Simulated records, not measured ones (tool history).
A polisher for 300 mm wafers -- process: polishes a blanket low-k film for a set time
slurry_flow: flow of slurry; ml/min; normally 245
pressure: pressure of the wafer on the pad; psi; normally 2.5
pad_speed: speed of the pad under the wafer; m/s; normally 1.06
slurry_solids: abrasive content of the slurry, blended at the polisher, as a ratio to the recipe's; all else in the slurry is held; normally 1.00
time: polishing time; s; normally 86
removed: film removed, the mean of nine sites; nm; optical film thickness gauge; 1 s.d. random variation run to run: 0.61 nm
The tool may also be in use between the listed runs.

run	day	slurry_flow	pressure	pad_speed	slurry_solids	time	wafers since the last listed run	wafers polished on this pad	hours since the slurry nozzle was cleaned	hours since the head pressure was calibrated	hours since the slurry blender was calibrated	hours since the conditioning disc was replaced	incoming thickness of the incoming film, nm	removed
1	0.000	245	2.5	1.06	1.00	86	0	691	58.1	1220.5	95.7	360.0	571.9	45.9
2	0.458	245	2.5	1.22	1.00	86	62	753	69.1	1231.5	106.7	371.0	570.7	48.2
3	0.858	245	2.5	1.06	0.85	86	54	808	78.7	1241.1	116.3	380.6	571.4	40.5
# day 1.088: slurry blender recalibrated
# day 1.300: worn pad replaced by a new one
# day 1.408: head pressure recalibrated
4	3.008	160	2.5	1.06	1.00	62	248	221	130.3	38.4	46.1	432.2	565.2	34.0
5	3.429	245	2.5	1.22	1.00	86	57	279	140.4	48.5	56.2	442.3	565.9	53.1
6	3.729	245	2.2	1.06	1.00	86	40	320	147.6	55.7	63.4	449.5	579.2	44.3
7	4.142	245	2.5	1.06	0.85	86	56	376	157.5	65.6	73.3	459.4	575.0	44.5
8	4.892	220	2.5	1.06	1.00	86	102	478	175.5	83.6	91.3	477.4	575.5	45.0
9	5.625	285	2.5	1.34	1.00	86	100	578	193.1	101.2	108.9	495.0	574.8	52.1
10	6.296	245	3.3	1.20	1.20	86	91	670	209.2	117.3	125.0	511.1	575.6	62.1
11	6.821	245	2.5	1.06	0.75	68	71	742	221.8	129.9	137.6	523.7	566.1	28.1
# day 7.083: slurry blender recalibrated
12	7.292	300	2.5	1.06	1.00	110	52	795	233.1	141.2	5.0	535.0	569.5	61.7
13	7.962	180	2.5	1.06	1.25	70	91	886	249.2	157.3	21.1	551.1	572.4	40.6
# day 8.271: worn pad replaced by a new one
14	8.654	245	2.5	1.06	1.00	86	71	52	265.8	173.9	37.7	567.7	564.4	51.6
15	9.104	245	2.5	1.06	1.00	86	61	113	276.6	184.7	48.5	578.5	574.7	50.0
# day 9.567: conditioning disc replaced and pad reconditioned
16	9.846	245	1.7	1.06	0.85	86	89	203	294.4	202.5	66.3	6.7	562.0	35.2
17	10.204	245	2.5	1.32	1.00	86	48	252	303.0	211.1	74.9	15.3	573.2	55.5
18	10.483	285	2.5	1.06	1.00	86	38	290	309.7	217.8	81.6	22.0	561.7	48.1
19	10.754	245	2.5	1.06	1.00	86	36	327	316.2	224.3	88.1	28.5	561.2	47.5
20	11.338	210	3.2	1.18	1.00	66	79	407	330.2	238.3	102.1	42.5	571.5	44.8
# day 12.975: slurry blender recalibrated
21	13.125	245	2.5	1.06	1.00	86	232	639	373.1	281.2	3.6	85.4	571.9	49.3
22	13.992	245	1.9	1.06	1.00	108	118	758	393.9	302.0	24.4	106.2	569.0	49.0
# day 14.521: worn pad replaced by a new one
23	14.542	245	2.5	1.06	1.00	78	52	2	407.1	315.2	37.6	119.4	565.0	45.2
24	14.967	270	2.5	0.72	1.00	94	58	60	417.3	325.4	47.8	129.6	575.0	42.9
25	15.575	245	2.5	1.30	0.75	69	83	143	431.9	340.0	62.4	144.2	572.8	39.7
26	16.067	245	2.5	1.06	1.00	106	67	211	443.7	351.8	74.2	156.0	573.2	60.9
27	16.317	245	2.5	1.06	1.00	86	34	245	449.7	357.8	80.2	162.0	574.5	47.3

Branching from run 27: 3 alternative next runs. What would each branch give?
A	16.333	245	2.5	0.92	1.00	86	2	247	450.1	358.2	80.6	162.4	574.4	?
B	16.333	270	1.6	1.16	0.90	86	2	247	450.1	358.2	80.6	162.4	574.4	?
C	16.333	245	2.8	1.06	1.25	110	2	247	450.1	358.2	80.6	162.4	574.4	?

run	removed
A	44.0
B	36.7
C	73.1
What these runs would have given with no unlogged condition in the tool:
run	removed
A	47.7
B	39.9
C	78.8
